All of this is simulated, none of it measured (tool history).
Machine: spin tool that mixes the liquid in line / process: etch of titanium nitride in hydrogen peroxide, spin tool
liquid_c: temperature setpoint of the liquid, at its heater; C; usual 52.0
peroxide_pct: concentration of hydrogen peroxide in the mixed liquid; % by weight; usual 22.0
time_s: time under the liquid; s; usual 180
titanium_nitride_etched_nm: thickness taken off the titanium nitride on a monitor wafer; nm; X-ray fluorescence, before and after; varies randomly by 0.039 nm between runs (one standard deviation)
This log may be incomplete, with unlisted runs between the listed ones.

run,day,liquid_c,peroxide_pct,time_s,"read-back film thickness of the titanium nitride reference wafer, read on the same gauge (nm)",titanium_nitride_etched_nm
1,0.000,52.0,22.0,180,89.99,8.04
2,1.754,52.0,22.0,180,90.01,8.11
# day 2.629: heated supply line repaired
3,4.188,52.0,26.5,180,90.00,8.29
4,7.121,52.0,26.5,180,89.99,8.38
# day 8.025: peroxide flow meter replaced, repeated, since the last time left the tool worse
5,8.267,52.0,22.0,180,90.02,8.25
6,10.279,59.5,22.0,180,90.00,13.93
7,11.875,59.5,22.0,180,89.99,14.00
8,14.775,52.0,22.0,265,90.02,12.19
9,16.112,46.5,27.0,110,89.99,3.53
# day 17.004: new drum of peroxide connected
10,23.317,52.0,22.0,245,90.00,11.17
11,25.271,44.0,22.0,180,89.99,4.59
12,28.212,55.5,19.5,150,89.99,8.56
13,31.104,42.5,22.0,180,89.99,4.09
# day 32.329: thermometer replaced
14,32.725,52.0,28.0,125,89.98,6.08
15,35.308,60.5,28.0,255,90.00,21.99
# day 35.838: gauge calibrated
16,37.308,52.0,22.0,180,89.98,8.19
17,39.654,44.5,27.0,180,89.99,4.96
18,41.354,60.0,22.0,270,90.00,21.45
19,42.946,46.0,17.0,70,90.01,1.95
# day 44.150: peroxide flow meter replaced
20,44.738,46.0,27.5,125,90.00,3.90
21,46.321,61.0,26.5,150,89.99,13.49
22,47.712,52.0,22.0,180,90.02,8.28
23,49.238,52.0,22.0,180,90.00,8.28
24,51.988,52.0,22.0,225,90.00,10.26
25,53.971,49.0,24.0,180,89.99,6.75
26,55.717,56.5,22.0,240,90.00,15.21

Selected run-to-run steps in titanium_nitride_etched_nm, each split into two signed amounts: the part the tool would show with no hidden state at all (from settings, incoming material and random variation), and the remainder, which goes to the hidden state together with any gauge scatter not common to the measured and the hidden-state-free results:
What the log doesn't record here: liquid colder than its thermometer reads (K); peroxide flow below the setpoint (%); temperature lost on the way to the wafer (K); peroxide weaker than its label (%); gauge reads high (%).
Run 4 -> 5: peroxide_pct 26.5 -> 22.0, peroxide flow meter replaced, repeated, since the last time left the tool worse. titanium_nitride_etched_nm -0.13 nm: hidden state +0.30, all else -0.43.
Run 17 -> 18: liquid_c 44.5 -> 60.0, peroxide_pct 27.0 -> 22.0, time_s 180 -> 270. titanium_nitride_etched_nm +16.49 nm: hidden state -0.25, all else +16.74.
Run 18 -> 19: liquid_c 60.0 -> 46.0, peroxide_pct 22.0 -> 17.0, time_s 270 -> 70. titanium_nitride_etched_nm -19.50 nm: hidden state +0.30, all else -19.80.

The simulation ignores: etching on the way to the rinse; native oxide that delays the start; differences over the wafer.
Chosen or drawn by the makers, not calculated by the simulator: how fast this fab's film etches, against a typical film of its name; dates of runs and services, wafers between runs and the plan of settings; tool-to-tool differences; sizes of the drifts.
